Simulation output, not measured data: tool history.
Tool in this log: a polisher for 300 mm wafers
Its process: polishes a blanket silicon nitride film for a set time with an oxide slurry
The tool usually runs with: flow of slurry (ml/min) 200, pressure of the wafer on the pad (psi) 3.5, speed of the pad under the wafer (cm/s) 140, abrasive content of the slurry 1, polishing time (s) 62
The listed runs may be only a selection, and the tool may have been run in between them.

run	hour	flow of slurry (ml/min)	pressure of the wafer on the pad (psi)	speed of the pad under the wafer (cm/s)	abrasive content of the slurry	polishing time (s)	incoming thickness of the incoming film, nm	film removed (angstrom)
1	0	200	3.5	156	1	62	353.8	656
2	24.1	180	3.5	110	0.8	75	355.3	559
3	96.1	200	3.5	180	0.85	62	354.5	702
# hour 128.1: worn pad replaced by a new one
4	156.1	200	3.5	140	1	62	343.6	604
# hour 159.2: slurry nozzle cleaned
5	187.4	200	3.5	168	1	62	350.1	698
6	241	220	2.5	160	0.75	62	345.8	445
7	296.3	200	2.7	140	1	62	345.3	474
# hour 325.6: conditioning disc replaced and pad reconditioned
8	327.4	200	3.5	140	1	62	351.8	610
9	394.5	200	3.5	140	1	46	353.8	446
10	451.4	200	2.8	94	1.2	72	356.7	440
11	483.6	200	3.5	140	1.25	52	355.7	549
# hour 521.9: slurry blender recalibrated
12	533.7	200	3.1	140	1	62	349.4	541
13	578.1	200	4	126	1	48	349.6	494
# hour 589.4: worn pad replaced by a new one
14	630.9	200	3.5	106	1	62	346.4	485
# hour 654.7: slurry nozzle cleaned
15	662.2	170	3.5	140	0.7	62	351.5	518
16	725	200	3.2	112	0.75	62	354	427
17	753.8	200	3.5	140	1	72	353.7	703
# hour 802.9: conditioning disc replaced and pad reconditioned
18	820.3	200	3.5	140	1	62	350.5	603
19	870.3	200	3.5	102	1	62	355.2	463
# hour 901.3: head pressure recalibrated
20	933.7	265	2.6	140	1	81	351.2	616
21	979.6	200	3.5	140	1	62	349.5	610
22	1010.2	200	3.5	140	1	62	350.9	609
23	1081.3	245	2.5	118	0.9	62	353	380
# hour 1090: slurry blender recalibrated
# hour 1104.8: worn pad replaced by a new one
24	1106.3	200	3.5	140	1	62	343.8	606
# hour 1142.7: slurry nozzle cleaned
25	1159.7	200	2.7	140	1	62	351.8	461
26	1187.4	200	3.2	140	1.1	77	348.5	729

Consider 3 possible next runs. They are alternatives, not a sequence: every one starts from the tool as it was left by run 26. What does each give?
A	1187.8	230	3.5	140	1	62	344.7	?
B	1187.8	200	4.6	180	0.75	62	344.7	?
C	1187.8	200	4.4	140	1	62	344.7	?

run	film removed (angstrom)
A	606
B	865
C	748
With no hidden state in the tool, these same runs would have given:
run	film removed (angstrom)
A	606
B	865
C	748
